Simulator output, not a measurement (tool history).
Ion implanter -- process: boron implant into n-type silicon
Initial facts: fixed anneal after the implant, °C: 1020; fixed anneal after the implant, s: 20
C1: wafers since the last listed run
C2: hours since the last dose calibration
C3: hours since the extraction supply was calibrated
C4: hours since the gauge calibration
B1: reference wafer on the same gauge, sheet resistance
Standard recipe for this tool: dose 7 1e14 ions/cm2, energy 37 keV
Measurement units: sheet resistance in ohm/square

run 1 hour=0 | dose=7 energy=40.5 | C1=0 C2=910.6 C3=3183.9 C4=181.4 | B1=153.02 | sheet_resistance=152.07
run 2 hour=29.7 | dose=6.18 energy=37 | C1=630 C2=940.3 C3=3213.6 C4=211.1 | B1=153.17 | sheet_resistance=168.99
run 3 hour=54.7 | dose=6.18 energy=37 | C1=531 C2=965.3 C3=3238.6 C4=236.1 | B1=153.33 | sheet_resistance=168.86
run 4 hour=80.8 | dose=6.18 energy=37 | C1=554 C2=991.4 C3=3264.7 C4=262.2 | B1=153.53 | sheet_resistance=170.7
run 5 hour=101 | dose=7 energy=37 | C1=429 C2=1011.6 C3=3284.9 C4=282.4 | B1=153.58 | sheet_resistance=153.26
run 6 hour=134 | dose=7 energy=37 | C1=701 C2=1044.6 C3=3317.9 C4=315.4 | B1=153.77 | sheet_resistance=154.11
run 7 hour=154 | dose=7 energy=37 | C1=424 C2=1064.6 C3=3337.9 C4=335.4 | B1=154.07 | sheet_resistance=152.62
run 8 hour=173.2 | dose=7 energy=39.5 | C1=407 C2=1083.8 C3=3357.1 C4=354.6 | B1=154.02 | sheet_resistance=152.84
run 9 hour=191.8 | dose=7 energy=39.5 | C1=395 C2=1102.4 C3=3375.7 C4=373.2 | B1=154.07 | sheet_resistance=153.68
run 10 hour=210.4 | dose=7 energy=37 | C1=395 C2=1121 C3=3394.3 C4=391.8 | B1=154.23 | sheet_resistance=154.69
run 11 hour=231.9 | dose=6.17 energy=44 | C1=456 C2=1142.5 C3=3415.8 C4=413.3 | B1=154.46 | sheet_resistance=168.49
run 12 hour=258.1 | dose=6.17 energy=44 | C1=556 C2=1168.7 C3=3442 C4=439.5 | B1=154.51 | sheet_resistance=169.29
run 13 hour=278.9 | dose=6.17 energy=44 | C1=441 C2=1189.5 C3=3462.8 C4=460.3 | B1=154.75 | sheet_resistance=168.6
-- hour=304.1 gauge calibrated
run 14 hour=312 | dose=7 energy=39.5 | C1=703 C2=1222.6 C3=3495.9 C4=7.9 | B1=151.99 | sheet_resistance=150.89
run 15 hour=336 | dose=6.04 energy=30 | C1=509 C2=1246.6 C3=3519.9 C4=31.9 | B1=152.33 | sheet_resistance=175.28
run 16 hour=350.8 | dose=6.38 energy=47 | C1=314 C2=1261.4 C3=3534.7 C4=46.7 | B1=152.25 | sheet_resistance=160.05
run 17 hour=365.8 | dose=7 energy=37 | C1=318 C2=1276.4 C3=3549.7 C4=61.7 | B1=152.43 | sheet_resistance=151.96
run 18 hour=393.7 | dose=7 energy=37 | C1=592 C2=1304.3 C3=3577.6 C4=89.6 | B1=152.68 | sheet_resistance=151.98
-- hour=472.7 Faraday cup replaced and dose calibrated
run 19 hour=473.2 | dose=5.08 energy=49 | C1=1519 C2=0.5 C3=3657.1 C4=169.1 | B1=153.13 | sheet_resistance=192.72
run 20 hour=540.6 | dose=5.49 energy=28 | C1=1431 C2=67.9 C3=3724.5 C4=236.5 | B1=153.41 | sheet_resistance=192.73
-- hour=550 extraction supply calibrated
run 21 hour=576.1 | dose=7 energy=47 | C1=584 C2=103.4 C3=26.1 C4=272 | B1=153.79 | sheet_resistance=151.3
run 22 hour=594.1 | dose=8.07 energy=43.5 | C1=382 C2=121.4 C3=44.1 C4=290 | B1=153.8 | sheet_resistance=135.06
run 23 hour=616 | dose=7 energy=41 | C1=465 C2=143.3 C3=66 C4=311.9 | B1=153.97 | sheet_resistance=152.43
run 24 hour=647 | dose=7.74 energy=28.5 | C1=658 C2=174.3 C3=97 C4=342.9 | B1=154.12 | sheet_resistance=144.07
run 25 hour=661.3 | dose=7 energy=47 | C1=303 C2=188.6 C3=111.3 C4=357.2 | B1=154.22 | sheet_resistance=150.69
run 26 hour=680.2 | dose=7 energy=37 | C1=401 C2=207.5 C3=130.2 C4=376.1 | B1=154.37 | sheet_resistance=154.05
run 27 hour=696.2 | dose=8.91 energy=33 | C1=339 C2=223.5 C3=146.2 C4=392.1 | B1=154.5 | sheet_resistance=128.11

5 ways to go on from here, each from the tool as it stands after run 27. What would each give?
run A hour=696.6 | dose=6.09 energy=37 | C1=8 C2=223.9 C3=146.6 C4=392.5 | B1=? | sheet_resistance=?
run B hour=696.6 | dose=8.02 energy=37 | C1=8 C2=223.9 C3=146.6 C4=392.5 | B1=? | sheet_resistance=?
run C hour=696.6 | dose=7.89 energy=49.5 | C1=8 C2=223.9 C3=146.6 C4=392.5 | B1=? | sheet_resistance=?
run D hour=696.6 | dose=7 energy=29.5 | C1=8 C2=223.9 C3=146.6 C4=392.5 | B1=? | sheet_resistance=?
run E hour=696.6 | dose=7 energy=48.5 | C1=8 C2=223.9 C3=146.6 C4=392.5 | B1=? | sheet_resistance=?

run=A B1=154.46 sheet_resistance=173.02
run=B B1=154.46 sheet_resistance=138.19
run=C B1=154.46 sheet_resistance=136.9
run=D B1=154.46 sheet_resistance=157.69
run=E B1=154.46 sheet_resistance=150.84
With no hidden state in the tool, these same runs would have given:
run=A sheet_resistance=170.27
run=B sheet_resistance=136
run=C sheet_resistance=134.73
run=D sheet_resistance=155.18
run=E sheet_resistance=148.45
